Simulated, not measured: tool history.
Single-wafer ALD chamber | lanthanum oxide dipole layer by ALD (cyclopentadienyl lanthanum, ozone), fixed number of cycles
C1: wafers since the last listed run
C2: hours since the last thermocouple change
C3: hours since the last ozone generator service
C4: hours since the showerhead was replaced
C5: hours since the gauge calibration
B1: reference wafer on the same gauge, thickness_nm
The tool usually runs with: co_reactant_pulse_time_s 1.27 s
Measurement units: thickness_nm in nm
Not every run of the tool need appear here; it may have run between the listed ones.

run 1 day=0 | co_reactant_pulse_time_s=1.56 | C1=0 C2=739.7 C3=1425.9 C4=2886.1 C5=1097.9 | B1=0.567 | thickness_nm=0.585
run 2 day=2.942 | co_reactant_pulse_time_s=1.27 | C1=922 C2=810.3 C3=1496.5 C4=2956.7 C5=1168.5 | B1=0.567 | thickness_nm=0.557
run 3 day=7.421 | co_reactant_pulse_time_s=1.61 | C1=1404 C2=917.8 C3=1604 C4=3064.2 C5=1276 | B1=0.567 | thickness_nm=0.587
run 4 day=10.675 | co_reactant_pulse_time_s=1.61 | C1=1020 C2=995.9 C3=1682.1 C4=3142.3 C5=1354.1 | B1=0.567 | thickness_nm=0.587
-- day=10.825 gauge calibrated
-- day=12.238 ozone generator serviced
run 5 day=20.475 | co_reactant_pulse_time_s=1.59 | C1=2968 C2=1231.1 C3=197.7 C4=3377.5 C5=231.6 | B1=0.567 | thickness_nm=0.589
run 6 day=24.742 | co_reactant_pulse_time_s=1.5 | C1=1337 C2=1333.5 C3=300.1 C4=3479.9 C5=334 | B1=0.567 | thickness_nm=0.584
run 7 day=27.496 | co_reactant_pulse_time_s=1.27 | C1=863 C2=1399.6 C3=366.2 C4=3546 C5=400.1 | B1=0.567 | thickness_nm=0.564
-- day=31.354 showerhead replaced
run 8 day=35.671 | co_reactant_pulse_time_s=1.27 | C1=2458 C2=1595.8 C3=562.4 C4=103.6 C5=596.3 | B1=0.567 | thickness_nm=0.564
run 9 day=39.254 | co_reactant_pulse_time_s=1.27 | C1=1123 C2=1681.8 C3=648.4 C4=189.6 C5=682.3 | B1=0.567 | thickness_nm=0.562
-- day=43.125 thermocouple changed; heater temperature recalibrated
run 10 day=43.621 | co_reactant_pulse_time_s=1.27 | C1=1264 C2=11.9 C3=753.2 C4=294.4 C5=787.1 | B1=0.567 | thickness_nm=0.562
run 11 day=45.725 | co_reactant_pulse_time_s=1.27 | C1=659 C2=62.4 C3=803.7 C4=344.9 C5=837.6 | B1=0.567 | thickness_nm=0.565
run 12 day=49.546 | co_reactant_pulse_time_s=1.27 | C1=1198 C2=154.1 C3=895.4 C4=436.6 C5=929.3 | B1=0.567 | thickness_nm=0.562
run 13 day=53.042 | co_reactant_pulse_time_s=1.6 | C1=1096 C2=238 C3=979.3 C4=520.5 C5=1013.2 | B1=0.567 | thickness_nm=0.589
run 14 day=57.325 | co_reactant_pulse_time_s=1.66 | C1=1343 C2=340.8 C3=1082.1 C4=623.3 C5=1116 | B1=0.567 | thickness_nm=0.592
run 15 day=61.054 | co_reactant_pulse_time_s=1.27 | C1=1169 C2=430.3 C3=1171.6 C4=712.8 C5=1205.5 | B1=0.567 | thickness_nm=0.559
-- day=69.296 gauge calibrated
run 16 day=71.788 | co_reactant_pulse_time_s=1.27 | C1=3365 C2=687.9 C3=1429.2 C4=970.4 C5=59.8 | B1=0.567 | thickness_nm=0.558
run 17 day=73.321 | co_reactant_pulse_time_s=1.58 | C1=480 C2=724.7 C3=1466 C4=1007.2 C5=96.6 | B1=0.568 | thickness_nm=0.585

Run 18 comes next. What will it give?
run 18 day=77.012 | co_reactant_pulse_time_s=1.27 | C1=1157 C2=813.3 C3=1554.6 C4=1095.8 C5=185.2 | B1=? | thickness_nm=?

For run 18 the tool returned B1 0.567, thickness_nm 0.557 nm.
Take away the tool's hidden state, keep the run-to-run variation as it was, and the same run would have given thickness_nm 0.565 nm.

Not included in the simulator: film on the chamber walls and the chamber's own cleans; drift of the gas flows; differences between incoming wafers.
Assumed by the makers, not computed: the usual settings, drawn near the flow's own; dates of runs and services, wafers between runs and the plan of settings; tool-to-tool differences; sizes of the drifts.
